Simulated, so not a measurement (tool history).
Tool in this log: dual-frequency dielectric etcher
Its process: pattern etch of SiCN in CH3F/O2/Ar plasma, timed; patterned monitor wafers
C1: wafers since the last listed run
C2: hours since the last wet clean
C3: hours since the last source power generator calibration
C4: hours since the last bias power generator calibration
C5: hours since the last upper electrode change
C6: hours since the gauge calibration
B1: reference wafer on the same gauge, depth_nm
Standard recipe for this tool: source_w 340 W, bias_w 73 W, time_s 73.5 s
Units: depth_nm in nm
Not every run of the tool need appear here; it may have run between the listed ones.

{"run": 1, "hour": 0.0, "source_w": 370, "bias_w": 73, "time_s": 73.5, "C1": 0, "C2": 22.6, "C3": 1623.2, "C4": 1755.2, "C5": 5080.1, "C6": 1284.2, "B1": 31.21, "depth_nm": 28.88}
{"run": 2, "hour": 61.1, "source_w": 370, "bias_w": 73, "time_s": 73.5, "C1": 866, "C2": 83.7, "C3": 1684.3, "C4": 1816.3, "C5": 5141.2, "C6": 1345.3, "B1": 31.21, "depth_nm": 28.7}
{"run": 3, "hour": 253.2, "source_w": 340, "bias_w": 73, "time_s": 73.5, "C1": 2725, "C2": 275.8, "C3": 1876.4, "C4": 2008.4, "C5": 5333.3, "C6": 1537.4, "B1": 31.2, "depth_nm": 27.14}
{"run": 4, "hour": 324.7, "source_w": 340, "bias_w": 73, "time_s": 73.5, "C1": 1014, "C2": 347.3, "C3": 1947.9, "C4": 2079.9, "C5": 5404.8, "C6": 1608.9, "B1": 31.18, "depth_nm": 27.17}
{"run": 5, "hour": 359.3, "source_w": 400, "bias_w": 73, "time_s": 73.5, "C1": 490, "C2": 381.9, "C3": 1982.5, "C4": 2114.5, "C5": 5439.4, "C6": 1643.5, "B1": 31.2, "depth_nm": 29.81}
{"run": 6, "hour": 426.0, "source_w": 400, "bias_w": 73, "time_s": 73.5, "C1": 946, "C2": 448.6, "C3": 2049.2, "C4": 2181.2, "C5": 5506.1, "C6": 1710.2, "B1": 31.22, "depth_nm": 29.58}
{"hour": 442.1, "done": "source power generator calibrated"}
{"run": 7, "hour": 454.5, "source_w": 380, "bias_w": 73, "time_s": 57.0, "C1": 347, "C2": 477.1, "C3": 12.4, "C4": 2209.7, "C5": 5534.6, "C6": 1738.7, "B1": 31.21, "depth_nm": 22.21}
{"hour": 461.3, "done": "gauge calibrated"}
{"hour": 509.3, "done": "wet clean of the chamber"}
{"run": 8, "hour": 516.8, "source_w": 380, "bias_w": 73, "time_s": 57.0, "C1": 543, "C2": 7.5, "C3": 74.7, "C4": 2272.0, "C5": 5596.9, "C6": 55.5, "B1": 31.21, "depth_nm": 21.56}
{"run": 9, "hour": 546.2, "source_w": 380, "bias_w": 73, "time_s": 57.0, "C1": 417, "C2": 36.9, "C3": 104.1, "C4": 2301.4, "C5": 5626.3, "C6": 84.9, "B1": 31.21, "depth_nm": 21.59}
{"hour": 611.1, "done": "upper electrode replaced"}
{"hour": 650.9, "done": "bias power generator calibrated"}
{"run": 10, "hour": 651.4, "source_w": 340, "bias_w": 73, "time_s": 73.5, "C1": 1095, "C2": 142.1, "C3": 209.3, "C4": 0.5, "C5": 40.3, "C6": 190.1, "B1": 31.2, "depth_nm": 26.0}
{"run": 11, "hour": 672.6, "source_w": 340, "bias_w": 73, "time_s": 73.5, "C1": 300, "C2": 163.3, "C3": 230.5, "C4": 21.7, "C5": 61.5, "C6": 211.3, "B1": 31.22, "depth_nm": 25.94}
{"run": 12, "hour": 699.4, "source_w": 340, "bias_w": 73, "time_s": 73.5, "C1": 380, "C2": 190.1, "C3": 257.3, "C4": 48.5, "C5": 88.3, "C6": 238.1, "B1": 31.21, "depth_nm": 25.85}
{"run": 13, "hour": 837.5, "source_w": 340, "bias_w": 73, "time_s": 73.5, "C1": 1959, "C2": 328.2, "C3": 395.4, "C4": 186.6, "C5": 226.4, "C6": 376.2, "B1": 31.21, "depth_nm": 25.78}
{"hour": 899.9, "done": "wet clean of the chamber, repeated, since the last time left the tool worse"}
{"run": 14, "hour": 900.4, "source_w": 340, "bias_w": 73, "time_s": 73.5, "C1": 551, "C2": 0.5, "C3": 458.3, "C4": 249.5, "C5": 289.3, "C6": 439.1, "B1": 31.19, "depth_nm": 27.78}
{"run": 15, "hour": 928.8, "source_w": 340, "bias_w": 73, "time_s": 84.5, "C1": 402, "C2": 28.9, "C3": 486.7, "C4": 277.9, "C5": 317.7, "C6": 467.5, "B1": 31.2, "depth_nm": 31.84}
{"run": 16, "hour": 971.5, "source_w": 310, "bias_w": 78, "time_s": 83.5, "C1": 605, "C2": 71.6, "C3": 529.4, "C4": 320.6, "C5": 360.4, "C6": 510.2, "B1": 31.2, "depth_nm": 30.22}
{"run": 17, "hour": 1008.7, "source_w": 340, "bias_w": 73, "time_s": 73.5, "C1": 527, "C2": 108.8, "C3": 566.6, "C4": 357.8, "C5": 397.6, "C6": 547.4, "B1": 31.22, "depth_nm": 27.51}
{"run": 18, "hour": 1040.9, "source_w": 300, "bias_w": 88, "time_s": 91.0, "C1": 456, "C2": 141.0, "C3": 598.8, "C4": 390.0, "C5": 429.8, "C6": 579.6, "B1": 31.22, "depth_nm": 33.48}
{"run": 19, "hour": 1069.3, "source_w": 390, "bias_w": 73, "time_s": 73.5, "C1": 402, "C2": 169.4, "C3": 627.2, "C4": 418.4, "C5": 458.2, "C6": 608.0, "B1": 31.19, "depth_nm": 29.57}
{"run": 20, "hour": 1112.6, "source_w": 310, "bias_w": 73, "time_s": 73.5, "C1": 614, "C2": 212.7, "C3": 670.5, "C4": 461.7, "C5": 501.5, "C6": 651.3, "B1": 31.23, "depth_nm": 25.8}
{"run": 21, "hour": 1168.8, "source_w": 340, "bias_w": 73, "time_s": 73.5, "C1": 797, "C2": 268.9, "C3": 726.7, "C4": 517.9, "C5": 557.7, "C6": 707.5, "B1": 31.19, "depth_nm": 27.19}
{"run": 22, "hour": 1206.2, "source_w": 400, "bias_w": 73, "time_s": 73.5, "C1": 530, "C2": 306.3, "C3": 764.1, "C4": 555.3, "C5": 595.1, "C6": 744.9, "B1": 31.2, "depth_nm": 29.78}
{"run": 23, "hour": 1247.2, "source_w": 270, "bias_w": 87, "time_s": 73.5, "C1": 581, "C2": 347.3, "C3": 805.1, "C4": 596.3, "C5": 636.1, "C6": 785.9, "B1": 31.2, "depth_nm": 24.86}
{"run": 24, "hour": 1314.9, "source_w": 370, "bias_w": 73, "time_s": 53.5, "C1": 960, "C2": 415.0, "C3": 872.8, "C4": 664.0, "C5": 703.8, "C6": 853.6, "B1": 31.19, "depth_nm": 20.68}
{"run": 25, "hour": 1366.2, "source_w": 270, "bias_w": 81, "time_s": 73.5, "C1": 727, "C2": 466.3, "C3": 924.1, "C4": 715.3, "C5": 755.1, "C6": 904.9, "B1": 31.2, "depth_nm": 24.18}
{"run": 26, "hour": 1416.9, "source_w": 310, "bias_w": 90, "time_s": 66.5, "C1": 719, "C2": 517.0, "C3": 974.8, "C4": 766.0, "C5": 805.8, "C6": 955.6, "B1": 31.22, "depth_nm": 24.56}
{"hour": 1458.6, "done": "wet clean of the chamber"}
{"run": 27, "hour": 1473.9, "source_w": 380, "bias_w": 55, "time_s": 56.0, "C1": 468, "C2": 15.3, "C3": 1031.8, "C4": 823.0, "C5": 862.8, "C6": 1012.6, "B1": 31.19, "depth_nm": 20.69}
{"run": 28, "hour": 1534.2, "source_w": 340, "bias_w": 82, "time_s": 73.5, "C1": 855, "C2": 75.6, "C3": 1092.1, "C4": 883.3, "C5": 923.1, "C6": 1072.9, "B1": 31.21, "depth_nm": 28.53}
{"run": 29, "hour": 1558.4, "source_w": 270, "bias_w": 88, "time_s": 73.5, "C1": 343, "C2": 99.8, "C3": 1116.3, "C4": 907.5, "C5": 947.3, "C6": 1097.1, "B1": 31.21, "depth_nm": 25.1}

Consider 5 possible next runs. They are alternatives, not a sequence: every one starts from the tool as it was left by run 29. What does each give?
{"run": "A", "hour": 1558.8, "source_w": 340, "bias_w": 73, "time_s": 73.5, "C1": 5, "C2": 100.2, "C3": 1116.7, "C4": 907.9, "C5": 947.7, "C6": 1097.5, "B1": "?", "depth_nm": "?"}
{"run": "B", "hour": 1558.8, "source_w": 380, "bias_w": 64, "time_s": 93.5, "C1": 5, "C2": 100.2, "C3": 1116.7, "C4": 907.9, "C5": 947.7, "C6": 1097.5, "B1": "?", "depth_nm": "?"}
{"run": "C", "hour": 1558.8, "source_w": 370, "bias_w": 90, "time_s": 56.5, "C1": 5, "C2": 100.2, "C3": 1116.7, "C4": 907.9, "C5": 947.7, "C6": 1097.5, "B1": "?", "depth_nm": "?"}
{"run": "D", "hour": 1558.8, "source_w": 370, "bias_w": 90, "time_s": 73.5, "C1": 5, "C2": 100.2, "C3": 1116.7, "C4": 907.9, "C5": 947.7, "C6": 1097.5, "B1": "?", "depth_nm": "?"}
{"run": "E", "hour": 1558.8, "source_w": 400, "bias_w": 81, "time_s": 84.5, "C1": 5, "C2": 100.2, "C3": 1116.7, "C4": 907.9, "C5": 947.7, "C6": 1097.5, "B1": "?", "depth_nm": "?"}

run=A B1=31.24 depth_nm=27.61
run=B B1=31.24 depth_nm=36.02
run=C B1=31.24 depth_nm=23.76
run=D B1=31.24 depth_nm=30.92
run=E B1=31.24 depth_nm=35.89
Had the tool no hidden state, the same runs would have come out as:
run=A depth_nm=27.67
run=B depth_nm=36.09
run=C depth_nm=23.82
run=D depth_nm=30.98
run=E depth_nm=35.97

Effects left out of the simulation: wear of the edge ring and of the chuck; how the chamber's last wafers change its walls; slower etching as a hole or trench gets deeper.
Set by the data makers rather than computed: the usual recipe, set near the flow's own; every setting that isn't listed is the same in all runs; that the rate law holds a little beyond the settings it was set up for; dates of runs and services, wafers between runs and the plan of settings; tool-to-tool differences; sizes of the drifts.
